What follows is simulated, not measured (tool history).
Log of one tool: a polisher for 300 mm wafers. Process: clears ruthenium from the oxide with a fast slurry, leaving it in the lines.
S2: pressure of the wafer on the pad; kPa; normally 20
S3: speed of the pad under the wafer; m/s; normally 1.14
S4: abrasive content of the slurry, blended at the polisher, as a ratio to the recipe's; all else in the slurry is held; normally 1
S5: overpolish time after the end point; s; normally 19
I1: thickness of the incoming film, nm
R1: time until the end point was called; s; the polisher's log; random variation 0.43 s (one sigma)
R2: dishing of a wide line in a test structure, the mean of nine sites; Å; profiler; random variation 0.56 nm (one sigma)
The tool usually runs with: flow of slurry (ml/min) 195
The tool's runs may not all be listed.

run 1 hour=0 | flow_of_slurry_(ml/min)=195 S2=20 S3=1.14 S4=1 S5=19 | I1=251.1 | R1=49.3 R2=255
run 2 hour=98.9 | flow_of_slurry_(ml/min)=210 S2=20 S3=1.14 S4=1 S5=19 | I1=249.3 | R1=49.5 R2=268
-- hour=227.1 slurry nozzle cleaned
run 3 hour=227.6 | flow_of_slurry_(ml/min)=195 S2=24.8 S3=1.14 S4=1 S5=19 | I1=248.6 | R1=39.8 R2=280
run 4 hour=278.9 | flow_of_slurry_(ml/min)=195 S2=20 S3=1.14 S4=1 S5=19 | I1=250.8 | R1=47.5 R2=267
run 5 hour=361.4 | flow_of_slurry_(ml/min)=195 S2=20 S3=0.78 S4=1.15 S5=19 | I1=250.7 | R1=61.1 R2=248
run 6 hour=426.7 | flow_of_slurry_(ml/min)=195 S2=20 S3=1.14 S4=1 S5=19 | I1=249.9 | R1=47.2 R2=251
run 7 hour=488.2 | flow_of_slurry_(ml/min)=155 S2=20 S3=1.14 S4=1 S5=19 | I1=248.4 | R1=48.5 R2=263
-- hour=503 slurry blender recalibrated
run 8 hour=542.1 | flow_of_slurry_(ml/min)=195 S2=24.1 S3=1.14 S4=1 S5=19 | I1=249.5 | R1=41.3 R2=264
-- hour=554.5 worn pad replaced by a new one
run 9 hour=586.7 | flow_of_slurry_(ml/min)=195 S2=20 S3=1.14 S4=1 S5=19 | I1=247.3 | R1=47.5 R2=266
run 10 hour=663.2 | flow_of_slurry_(ml/min)=230 S2=20 S3=1.14 S4=1 S5=10 | I1=251.2 | R1=47.2 R2=221
run 11 hour=760.7 | flow_of_slurry_(ml/min)=195 S2=22.1 S3=1.14 S4=1 S5=19 | I1=249.3 | R1=44.9 R2=260
run 12 hour=812.4 | flow_of_slurry_(ml/min)=145 S2=23.4 S3=1.42 S4=1 S5=19 | I1=247.5 | R1=38.4 R2=271
run 13 hour=878.2 | flow_of_slurry_(ml/min)=195 S2=15.9 S3=1.14 S4=0.75 S5=16 | I1=245.4 | R1=65.8 R2=231
run 14 hour=973 | flow_of_slurry_(ml/min)=145 S2=24.8 S3=1.14 S4=1 S5=10 | I1=250.3 | R1=49.5 R2=215
-- hour=1029.2 slurry nozzle cleaned
run 15 hour=1036.2 | flow_of_slurry_(ml/min)=195 S2=20 S3=1.14 S4=1.1 S5=11 | I1=250.4 | R1=47.5 R2=231
-- hour=1044.4 head pressure recalibrated
-- hour=1144.8 slurry blender recalibrated
-- hour=1248.7 worn pad replaced by a new one
run 16 hour=1265.2 | flow_of_slurry_(ml/min)=195 S2=20 S3=1.14 S4=1 S5=19 | I1=247.3 | R1=48.4 R2=267
run 17 hour=1320.1 | flow_of_slurry_(ml/min)=245 S2=20 S3=1.14 S4=1 S5=19 | I1=252.1 | R1=46.7 R2=259
run 18 hour=1421.9 | flow_of_slurry_(ml/min)=195 S2=24.8 S3=1.14 S4=0.8 S5=11 | I1=249.9 | R1=43.8 R2=243
run 19 hour=1472.8 | flow_of_slurry_(ml/min)=230 S2=20 S3=1.14 S4=0.8 S5=29 | I1=252 | R1=52 R2=270
run 20 hour=1551.6 | flow_of_slurry_(ml/min)=195 S2=20 S3=1 S4=0.9 S5=27 | I1=247.5 | R1=56.8 R2=258
run 21 hour=1633.2 | flow_of_slurry_(ml/min)=195 S2=20 S3=1.14 S4=1.1 S5=11 | I1=249.6 | R1=49.5 R2=226
run 22 hour=1694.2 | flow_of_slurry_(ml/min)=195 S2=20 S3=1.14 S4=0.9 S5=19 | I1=252.6 | R1=55 R2=259
-- hour=1741.3 slurry nozzle cleaned
-- hour=1770.6 slurry blender recalibrated
run 23 hour=1771.1 | flow_of_slurry_(ml/min)=195 S2=20 S3=1.14 S4=1 S5=19 | I1=250.9 | R1=47.7 R2=253
run 24 hour=1848.4 | flow_of_slurry_(ml/min)=195 S2=24.8 S3=1.5 S4=1 S5=19 | I1=247.5 | R1=31.4 R2=276
run 25 hour=1937.8 | flow_of_slurry_(ml/min)=195 S2=20 S3=1.14 S4=1 S5=19 | I1=253.8 | R1=47.9 R2=266
run 26 hour=2037.3 | flow_of_slurry_(ml/min)=195 S2=20 S3=1.14 S4=1 S5=19 | I1=248.5 | R1=47.2 R2=253
-- hour=2082.6 worn pad replaced by a new one
run 27 hour=2119.6 | flow_of_slurry_(ml/min)=195 S2=20 S3=1.14 S4=1 S5=19 | I1=250.4 | R1=48.6 R2=256

Below are 5 alternative next runs, each starting from the tool's condition after run 27. Predict each:
run A hour=2120 | flow_of_slurry_(ml/min)=195 S2=20 S3=1.14 S4=1 S5=19 | I1=249.9 | R1=? R2=?
run B hour=2120 | flow_of_slurry_(ml/min)=235 S2=22.8 S3=1.14 S4=1.15 S5=19 | I1=249.9 | R1=? R2=?
run C hour=2120 | flow_of_slurry_(ml/min)=195 S2=26.9 S3=1.34 S4=1.25 S5=27 | I1=249.9 | R1=? R2=?
run D hour=2120 | flow_of_slurry_(ml/min)=215 S2=22.1 S3=1.14 S4=0.85 S5=19 | I1=249.9 | R1=? R2=?
run E hour=2120 | flow_of_slurry_(ml/min)=195 S2=13.8 S3=1.14 S4=1 S5=19 | I1=249.9 | R1=? R2=?

run=A R1=48.4 R2=264
run=B R1=40.4 R2=269
run=C R1=30.7 R2=275
run=D R1=46.3 R2=266
run=E R1=64.7 R2=250
The same runs, with their run-to-run variation unchanged, on a tool lacking any hidden condition would have given:
run=A R1=47.1 R2=265
run=B R1=39.6 R2=270
run=C R1=30 R2=275
run=D R1=45.2 R2=266
run=E R1=63.1 R2=252
